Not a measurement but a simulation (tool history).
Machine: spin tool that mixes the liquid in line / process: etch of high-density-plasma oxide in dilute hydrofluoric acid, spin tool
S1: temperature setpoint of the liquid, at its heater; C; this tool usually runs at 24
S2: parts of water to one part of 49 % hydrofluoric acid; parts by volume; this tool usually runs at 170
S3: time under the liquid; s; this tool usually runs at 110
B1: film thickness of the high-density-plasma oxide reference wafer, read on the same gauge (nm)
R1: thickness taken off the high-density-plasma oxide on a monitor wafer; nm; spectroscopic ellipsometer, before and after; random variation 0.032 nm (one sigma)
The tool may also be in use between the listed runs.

run 1 day=0 | S1=20 S2=170 S3=135 | B1=150.008 | R1=5.02
-- day=0.596 thermometer replaced
run 2 day=2.262 | S1=24 S2=220 S3=160 | B1=149.997 | R1=4.956
-- day=3.967 hydrofluoric acid flow meter replaced
run 3 day=6.033 | S1=24 S2=220 S3=160 | B1=149.979 | R1=4.752
run 4 day=9.167 | S1=24 S2=170 S3=110 | B1=150.001 | R1=4.489
run 5 day=12.558 | S1=24 S2=170 S3=110 | B1=150.014 | R1=4.55
run 6 day=15.208 | S1=24 S2=120 S3=110 | B1=150.03 | R1=6.753
run 7 day=17.433 | S1=24 S2=120 S3=110 | B1=149.984 | R1=6.831
run 8 day=19.938 | S1=27.5 S2=170 S3=110 | B1=149.993 | R1=5.222
run 9 day=21.55 | S1=27.5 S2=170 S3=110 | B1=150.012 | R1=5.283
run 10 day=24.208 | S1=27 S2=195 S3=110 | B1=150.017 | R1=4.342
run 11 day=25.75 | S1=27 S2=195 S3=110 | B1=150 | R1=4.415
run 12 day=29.75 | S1=24 S2=170 S3=60 | B1=149.992 | R1=2.553
run 13 day=33.012 | S1=24 S2=170 S3=60 | B1=150.002 | R1=2.583
run 14 day=35.962 | S1=24 S2=170 S3=110 | B1=150.015 | R1=4.745
run 15 day=37.625 | S1=24 S2=170 S3=130 | B1=149.985 | R1=5.651
-- day=38.867 thermometer replaced
run 16 day=43.871 | S1=19.5 S2=170 S3=110 | B1=150.011 | R1=3.894
-- day=47.658 hydrofluoric acid flow meter replaced
run 17 day=48.358 | S1=27.5 S2=235 S3=85 | B1=150.013 | R1=2.624
run 18 day=52.858 | S1=24 S2=170 S3=110 | B1=149.998 | R1=4.534
run 19 day=56.05 | S1=24 S2=100 S3=140 | B1=150.014 | R1=10.648
-- day=59.958 gauge calibrated
run 20 day=60.071 | S1=28.5 S2=170 S3=150 | B1=149.988 | R1=7.453
run 21 day=63.633 | S1=20 S2=170 S3=110 | B1=150.024 | R1=3.95
run 22 day=67.471 | S1=26 S2=170 S3=110 | B1=150.016 | R1=5.069
run 23 day=70.083 | S1=24 S2=205 S3=90 | B1=150.024 | R1=3.07
run 24 day=74.496 | S1=22 S2=220 S3=160 | B1=149.999 | R1=4.735
run 25 day=76.262 | S1=24 S2=220 S3=160 | B1=150.03 | R1=5.084
-- day=77.142 thermometer replaced
run 26 day=78.446 | S1=21 S2=255 S3=60 | B1=149.988 | R1=1.364
run 27 day=82.188 | S1=24 S2=205 S3=90 | B1=149.977 | R1=2.994
run 28 day=85.904 | S1=27.5 S2=250 S3=110 | B1=149.994 | R1=3.322

What if the next run were any one of these 4? Each begins from the tool's condition after run 28:
run A day=85.921 | S1=24 S2=170 S3=110 | B1=? | R1=?
run B day=85.921 | S1=24 S2=85 S3=110 | B1=? | R1=?
run C day=85.921 | S1=21.5 S2=210 S3=110 | B1=? | R1=?
run D day=85.921 | S1=24 S2=240 S3=110 | B1=? | R1=?

run=A B1=150.021 R1=4.619
run=B B1=150.021 R1=10.193
run=C B1=150.021 R1=3.264
run=D B1=150.021 R1=3.04
Stripped of hidden state, with their random variation kept, the same runs would have yielded:
run=A R1=4.387
run=B R1=9.701
run=C R1=3.098
run=D R1=2.883

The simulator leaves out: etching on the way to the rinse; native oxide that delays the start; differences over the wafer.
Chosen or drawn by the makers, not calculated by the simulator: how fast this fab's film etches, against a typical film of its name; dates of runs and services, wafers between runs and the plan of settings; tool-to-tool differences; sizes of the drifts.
